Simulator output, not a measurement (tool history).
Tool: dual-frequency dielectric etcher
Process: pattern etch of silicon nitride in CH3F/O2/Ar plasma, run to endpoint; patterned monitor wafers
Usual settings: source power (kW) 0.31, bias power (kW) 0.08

| run | hour | source power (kW) | bias power (kW) | wafers since the last listed run | hours since the last wet clean | hours since the last source power generator calibration | hours since the last bias power generator calibration | hours since the last upper electrode change | incoming incoming film thickness, nm | endpoint time (s) |
|---|---|---|---|---|---|---|---|---|---|---|
| 1 | 0 | 0.35 | 0.08 | 0 | 121.4 | 4169 | 2744 | 1230.3 | 21.22 | 31.7 |
| 2 | 74.5 | 0.35 | 0.08 | 834 | 195.9 | 4243.5 | 2818.5 | 1304.8 | 21.36 | 31.7 |
| 3 | 149.7 | 0.31 | 0.072 | 842 | 271.1 | 4318.7 | 2893.7 | 1380 | 21.55 | 36.4 |
| 4 | 233.5 | 0.29 | 0.072 | 938 | 354.9 | 4402.5 | 2977.5 | 1463.8 | 21.13 | 37.3 |
| 5 | 319.9 | 0.29 | 0.072 | 967 | 441.3 | 4488.9 | 3063.9 | 1550.2 | 21.39 | 38.1 |
| 6 | 410.5 | 0.31 | 0.08 | 1014 | 531.9 | 4579.5 | 3154.5 | 1640.8 | 21.11 | 34.3 |
| 7 | 488.2 | 0.31 | 0.08 | 870 | 609.6 | 4657.2 | 3232.2 | 1718.5 | 21.38 | 35.1 |
| 8 | 568.4 | 0.31 | 0.08 | 898 | 689.8 | 4737.4 | 3312.4 | 1798.7 | 21.07 | 34.4 |
|  | 627.2 | wet clean of the chamber |
| 9 | 627.7 | 0.31 | 0.08 | 395 | 0.5 | 4796.7 | 3371.7 | 1858 | 21.44 | 31.5 |
|  | 653.1 | source power generator calibrated |
| 10 | 691.8 | 0.31 | 0.08 | 673 | 64.6 | 38.7 | 3435.8 | 1922.1 | 21.33 | 31.4 |
| 11 | 774.9 | 0.31 | 0.08 | 930 | 147.7 | 121.8 | 3518.9 | 2005.2 | 21.24 | 31.6 |
| 12 | 964.1 | 0.31 | 0.08 | 2119 | 336.9 | 311 | 3708.1 | 2194.4 | 21.28 | 32 |
| 13 | 1029.2 | 0.31 | 0.08 | 729 | 402 | 376.1 | 3773.2 | 2259.5 | 21.22 | 32 |
| 14 | 1078.9 | 0.31 | 0.08 | 556 | 451.7 | 425.8 | 3822.9 | 2309.2 | 21.38 | 32.4 |
| 15 | 1167.4 | 0.31 | 0.08 | 991 | 540.2 | 514.3 | 3911.4 | 2397.7 | 21.27 | 32.4 |
|  | 1221.5 | wet clean of the chamber, repeated, since the last time left the tool worse |
| 16 | 1265.8 | 0.31 | 0.08 | 833 | 44.3 | 612.7 | 4009.8 | 2496.1 | 21.35 | 33.1 |
| 17 | 1305.8 | 0.27 | 0.08 | 448 | 84.3 | 652.7 | 4049.8 | 2536.1 | 21.19 | 36.3 |
| 18 | 1385.5 | 0.31 | 0.08 | 892 | 164 | 732.4 | 4129.5 | 2615.8 | 21.1 | 33.8 |
| 19 | 1468.8 | 0.24 | 0.072 | 932 | 247.3 | 815.7 | 4212.8 | 2699.1 | 21.35 | 42.7 |
|  | 1530.1 | upper electrode replaced |
| 20 | 1530.6 | 0.31 | 0.08 | 423 | 309.1 | 877.5 | 4274.6 | 0.5 | 21.08 | 33.4 |
| 21 | 1729.1 | 0.38 | 0.089 | 2223 | 507.6 | 1076 | 4473.1 | 199 | 21.25 | 28.8 |
| 22 | 1793.6 | 0.31 | 0.08 | 722 | 572.1 | 1140.5 | 4537.6 | 263.5 | 21.39 | 34.5 |
|  | 1862.9 | wet clean of the chamber |
|  | 1897.8 | bias power generator calibrated |
| 23 | 1898.3 | 0.35 | 0.068 | 859 | 35.4 | 1245.2 | 0.5 | 368.2 | 21.29 | 34.3 |
| 24 | 1951.3 | 0.25 | 0.098 | 593 | 88.4 | 1298.2 | 53.5 | 421.2 | 21.1 | 34.9 |
| 25 | 2038.7 | 0.31 | 0.091 | 978 | 175.8 | 1385.6 | 140.9 | 508.6 | 21.39 | 31.6 |
| 26 | 2125.7 | 0.31 | 0.08 | 974 | 262.8 | 1472.6 | 227.9 | 595.6 | 21.49 | 34.2 |
| 27 | 2211.8 | 0.36 | 0.08 | 964 | 348.9 | 1558.7 | 314 | 681.7 | 21.16 | 31.4 |
| 28 | 2309.1 | 0.31 | 0.064 | 1089 | 446.2 | 1656 | 411.3 | 779 | 21.28 | 38.7 |
| 29 | 2387.9 | 0.38 | 0.1 | 882 | 525 | 1734.8 | 490.1 | 857.8 | 21.17 | 27.5 |
|  | 2491.7 | wet clean of the chamber |
| 30 | 2492.2 | 0.26 | 0.099 | 899 | 0.5 | 1839.1 | 594.4 | 962.1 | 21.33 | 33.4 |
| 31 | 2591.8 | 0.31 | 0.08 | 1115 | 100.1 | 1938.7 | 694 | 1061.7 | 21.41 | 33.8 |
| 32 | 2694.1 | 0.31 | 0.08 | 1145 | 202.4 | 2041 | 796.3 | 1164 | 21.3 | 33.8 |
| 33 | 2792.6 | 0.29 | 0.073 | 1103 | 300.9 | 2139.5 | 894.8 | 1262.5 | 21.41 | 37.5 |
| 34 | 2896.3 | 0.31 | 0.08 | 1161 | 404.6 | 2243.2 | 998.5 | 1366.2 | 21.12 | 34 |
| 35 | 2941 | 0.33 | 0.074 | 500 | 449.3 | 2287.9 | 1043.2 | 1410.9 | 21.54 | 35 |

Forecast each of these 4 alternatives for the next run:
| A | 2941.4 | 0.31 | 0.065 | 4 | 449.7 | 2288.3 | 1043.6 | 1411.3 | 21.2 | ? |
| B | 2941.4 | 0.24 | 0.099 | 4 | 449.7 | 2288.3 | 1043.6 | 1411.3 | 21.2 | ? |
| C | 2941.4 | 0.27 | 0.071 | 4 | 449.7 | 2288.3 | 1043.6 | 1411.3 | 21.2 | ? |
| D | 2941.4 | 0.34 | 0.089 | 4 | 449.7 | 2288.3 | 1043.6 | 1411.3 | 21.2 | ? |

| run | endpoint time (s) |
|---|---|
| A | 38.7 |
| B | 36.5 |
| C | 40.2 |
| D | 31 |
Without the tool's hidden state the same runs would have given:
| run | endpoint time (s) |
|---|---|
| A | 37.7 |
| B | 35.5 |
| C | 39.2 |
| D | 30.2 |
